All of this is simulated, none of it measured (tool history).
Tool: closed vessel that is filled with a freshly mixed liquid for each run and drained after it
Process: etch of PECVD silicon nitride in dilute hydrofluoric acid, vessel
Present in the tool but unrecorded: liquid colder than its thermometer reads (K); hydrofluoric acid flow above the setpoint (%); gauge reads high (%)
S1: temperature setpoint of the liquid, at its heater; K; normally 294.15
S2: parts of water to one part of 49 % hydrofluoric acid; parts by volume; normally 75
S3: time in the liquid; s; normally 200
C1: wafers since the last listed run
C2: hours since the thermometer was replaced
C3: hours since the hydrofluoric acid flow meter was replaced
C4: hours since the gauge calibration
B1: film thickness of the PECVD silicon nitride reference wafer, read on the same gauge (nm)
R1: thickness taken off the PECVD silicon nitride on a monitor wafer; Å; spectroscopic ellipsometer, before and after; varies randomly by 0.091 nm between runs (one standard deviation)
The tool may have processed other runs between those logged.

run     day      S1   S2   S3     C1      C2      C3      C4      B1     R1
  1   0.000  294.15   75  200      0  1221.6  1023.9  2577.3  150.04  116.4
  2   2.383  294.15   75  200   4122  1278.8  1081.1  2634.5  150.01  117.0
      2.996  -- thermometer replaced
  3   5.662  294.15   75  200   5600    64.0  1159.8  2713.2  150.00  115.4
  4   7.454  294.15   75  200   3099   107.0  1202.8  2756.2  149.97  117.1
  5  11.004  294.15  100  200   6141   192.2  1288.0  2841.4  150.00   86.8
  6  13.496  294.15  100  200   4310   252.0  1347.8  2901.2  150.02   88.6
     14.767  -- hydrofluoric acid flow meter replaced
  7  17.675  294.15   75  200   7157   352.3    69.8  3001.5  150.01  114.6
  8  19.342  294.15   75  200   2883   392.3   109.8  3041.5  150.00  116.7
  9  23.012  294.15   75  200   6350   480.4   197.9  3129.6  149.96  117.2
 10  29.833  294.15   75  200  11799   644.1   361.6  3293.3  150.02  114.7
 11  32.425  291.65  110   90   4483   706.3   423.8  3355.5  149.99   29.6
 12  36.338  295.65   55  200   6768   800.2   517.7  3449.4  149.98  175.5
 13  39.912  297.15   55  200   6184   886.0   603.5  3535.2  149.99  190.9
 14  53.258  294.15   50  200  23086  1206.3   923.8  3855.5  149.99  171.5
 15  57.317  294.15  105  200   7020  1303.7  1021.2  3952.9  150.04   83.8
 16  59.246  294.15   75  200   3337  1350.0  1067.5  3999.2  150.02  116.1
 17  63.342  294.15   75  150   7085  1448.3  1165.8  4097.5  149.97   86.3
 18  67.083  295.65   75  200   6472  1538.1  1255.6  4187.3  150.01  127.7
     68.262  -- hydrofluoric acid flow meter replaced
     69.912  -- thermometer replaced
 19  71.025  290.15   85  240   6674    26.7    66.3  4281.9  150.00   93.5
     73.017  -- gauge calibrated
 20  73.575  294.15   75  230   4411    87.9   127.5    13.4  150.00  132.0
 21  76.833  296.65  105  200   5636   166.1   205.7    91.6  149.99   97.6
 22  79.600  294.15   85  255   4786   232.5   272.1   158.0  149.97  131.5

Run 23 has not been measured yet. What should we expect?
 23  83.192  294.15  75  200  6213  318.7  358.3  244.2   ?   ?

{"run 23": {"B1": 149.97, "R1": 115.4}}
Minus the tool's unlogged condition, the same run would have read R1 115.4 Å.
